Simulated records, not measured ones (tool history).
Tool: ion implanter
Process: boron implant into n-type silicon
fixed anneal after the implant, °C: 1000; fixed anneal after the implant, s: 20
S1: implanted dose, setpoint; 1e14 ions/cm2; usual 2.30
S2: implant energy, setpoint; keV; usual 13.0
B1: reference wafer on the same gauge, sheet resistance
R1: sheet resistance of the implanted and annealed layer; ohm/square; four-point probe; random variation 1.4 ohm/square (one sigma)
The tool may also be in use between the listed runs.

| run | hour | S1 | S2 | B1 | R1 |
|---|---|---|---|---|---|
| 1 | 0.0 | 2.30 | 13.0 | 436.69 | 447.04 |
| 2 | 200.2 | 2.30 | 13.0 | 437.45 | 441.05 |
| 3 | 274.0 | 2.30 | 10.0 | 436.63 | 459.33 |
| 4 | 310.4 | 2.30 | 13.0 | 437.12 | 441.65 |
| 5 | 384.6 | 2.30 | 13.0 | 437.64 | 442.86 |
| 6 | 431.5 | 2.30 | 13.0 | 437.21 | 440.80 |
| 7 | 495.4 | 2.30 | 13.0 | 437.15 | 438.08 |
| 8 | 561.3 | 2.30 | 13.0 | 436.65 | 441.19 |
| 9 | 661.3 | 2.30 | 15.0 | 437.00 | 429.67 |
| 10 | 711.5 | 2.30 | 15.0 | 436.84 | 429.70 |
|  | 751.7 | extraction supply calibrated |
| 11 | 817.0 | 1.75 | 13.0 | 437.14 | 547.69 |
| 12 | 895.5 | 1.75 | 13.0 | 436.85 | 544.33 |
| 13 | 991.6 | 1.67 | 13.0 | 436.93 | 564.62 |
| 14 | 1298.1 | 2.85 | 11.5 | 436.66 | 368.99 |
|  | 1321.3 | gauge calibrated |
| 15 | 1344.3 | 2.99 | 13.0 | 436.63 | 349.09 |
| 16 | 1450.7 | 1.92 | 10.0 | 436.87 | 518.06 |
| 17 | 1526.8 | 2.30 | 13.0 | 437.16 | 431.61 |
|  | 1548.9 | Faraday cup replaced and dose calibrated |
| 18 | 1618.5 | 2.30 | 13.0 | 436.59 | 445.15 |
| 19 | 1699.7 | 2.69 | 10.5 | 436.47 | 405.75 |
| 20 | 1796.1 | 2.30 | 16.0 | 437.03 | 435.14 |
| 21 | 1883.1 | 2.30 | 13.0 | 437.07 | 447.13 |

The next listed run, before its measurement:
| 22 | 1935.9 | 1.84 | 16.5 | ? | ? |

B1: 437.35
R1: 515.75 ohm/square
Without the tool's hidden state the same run would have given R1 517.72 ohm/square.

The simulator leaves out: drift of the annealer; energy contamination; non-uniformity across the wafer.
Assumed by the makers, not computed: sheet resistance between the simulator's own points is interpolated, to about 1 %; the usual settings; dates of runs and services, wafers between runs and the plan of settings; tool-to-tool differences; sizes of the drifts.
